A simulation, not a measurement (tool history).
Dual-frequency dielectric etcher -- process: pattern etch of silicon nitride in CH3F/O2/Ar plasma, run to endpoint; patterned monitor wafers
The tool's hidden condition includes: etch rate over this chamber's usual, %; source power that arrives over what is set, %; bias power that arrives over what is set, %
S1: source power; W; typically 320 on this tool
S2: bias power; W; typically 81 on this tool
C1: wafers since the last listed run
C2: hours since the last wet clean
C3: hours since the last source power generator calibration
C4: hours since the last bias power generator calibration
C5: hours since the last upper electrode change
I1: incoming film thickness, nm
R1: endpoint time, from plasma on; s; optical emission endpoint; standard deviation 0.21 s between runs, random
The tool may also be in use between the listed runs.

run,hour,S1,S2,C1,C2,C3,C4,C5,I1,R1
1,0,320,75,0,110.2,3092.6,2648.2,2470.1,53.6,72.1
2,38.7,320,75,335,148.9,3131.3,2686.9,2508.8,53.2,71.1
3,80.7,290,81,364,190.9,3173.3,2728.9,2550.8,53.4,70.8
4,122,290,81,358,232.2,3214.6,2770.2,2592.1,53.8,71.2
5,186.5,290,81,559,296.7,3279.1,2834.7,2656.6,53.3,70
6,214.5,320,81,242,324.7,3307.1,2862.7,2684.6,53.6,68.4
7,278.7,320,81,557,388.9,3371.3,2926.9,2748.8,54.2,69.3
# hour 340: wet clean of the chamber
8,350.7,320,81,416,10.7,3443.3,2998.9,2820.8,53.9,70.7
9,404.1,320,81,463,64.1,3496.7,3052.3,2874.2,52.9,69.6
10,458.6,320,81,472,118.6,3551.2,3106.8,2928.7,53.7,70.3
11,518,320,81,515,178,3610.6,3166.2,2988.1,53.5,70
12,584.4,320,81,576,244.4,3677,3232.6,3054.5,53.6,69.3
13,647.9,320,81,550,307.9,3740.5,3296.1,3118,53.9,69.4
14,701,320,81,460,361,3793.6,3349.2,3171.1,53.5,68.7
15,765.4,320,81,558,425.4,3858,3413.6,3235.5,53.8,68.8
16,812.2,300,81,406,472.2,3904.8,3460.4,3282.3,53.8,69.5
# hour 840.9: wet clean of the chamber
17,1007.3,300,81,1484,166.4,4099.9,3655.5,3477.4,53.1,70.6
# hour 1024.7: bias power generator calibrated
# hour 1057.4: upper electrode replaced
18,1057.9,280,69,196,217,4150.5,33.2,0.5,53.7,75.9
19,1101.4,380,99,377,260.5,4194,76.7,44,53.6,61.7
20,1130.9,320,81,255,290,4223.5,106.2,73.5,53.4,69
21,1201.9,290,62,616,361,4294.5,177.2,144.5,53.5,76.8
# hour 1211.6: source power generator calibrated
# hour 1243.3: wet clean of the chamber
22,1262.9,320,81,286,19.6,51.3,238.2,205.5,53.4,70.3
23,1320,260,81,495,76.7,108.4,295.3,262.6,53.5,73.1
24,1367.2,320,81,409,123.9,155.6,342.5,309.8,53.3,69.5
25,1438.4,290,81,617,195.1,226.8,413.7,381,53.5,71.2
26,1507.4,390,81,598,264.1,295.8,482.7,450,53.6,66.2
27,1575.7,390,72,592,332.4,364.1,551,518.3,53.5,68.7
28,1606.7,320,81,268,363.4,395.1,582,549.3,53.2,68.2
29,1666.8,400,64,521,423.5,455.2,642.1,609.4,53.6,70.7
# hour 1700.2: wet clean of the chamber
30,1732.5,350,67,361,32.3,520.9,707.8,675.1,53.3,73
31,1762.6,390,64,261,62.4,551,737.9,705.2,53.2,72.4
32,1818.1,380,87,481,117.9,606.5,793.4,760.7,53.8,65.7
33,1849.2,290,62,269,149,637.6,824.5,791.8,52.9,77.3
34,1887.3,360,92,330,187.1,675.7,862.6,829.9,53.4,64.3
35,1947,390,72,517,246.8,735.4,922.3,889.6,53.6,68.7
36,1971.5,380,97,212,271.3,759.9,946.8,914.1,53.8,62.3

Hidden condition of the tool, last listed run before each entry between runs versus first listed run after:
From run 7 to run 8: wet clean of the chamber (hour 340)
  etch rate over this chamber's usual, %: 3.04 -> -0.0988
  difference, measured minus the result without the unlogged condition, R1: -2.1 -> +0 s
From run 16 to run 17: wet clean of the chamber (hour 840.9)
  etch rate over this chamber's usual, %: 3.41 -> 1.15
  difference, measured minus the result without the unlogged condition, R1: -2.4 -> -0.8 s
From run 17 to run 18: bias power generator calibrated (hour 1024.7); upper electrode replaced (hour 1057.4)
  etch rate over this chamber's usual, %: 1.15 -> 1.53
  difference, measured minus the result without the unlogged condition, R1: -0.8 -> -1.2 s
From run 21 to run 22: source power generator calibrated (hour 1211.6); wet clean of the chamber (hour 1243.3)
  etch rate over this chamber's usual, %: 2.63 -> 0.0731
  difference, measured minus the result without the unlogged condition, R1: -2 -> +0 s
From run 29 to run 30: wet clean of the chamber (hour 1700.2)
  etch rate over this chamber's usual, %: 3.14 -> 0.428
  difference, measured minus the result without the unlogged condition, R1: -2.2 -> -0.4 s
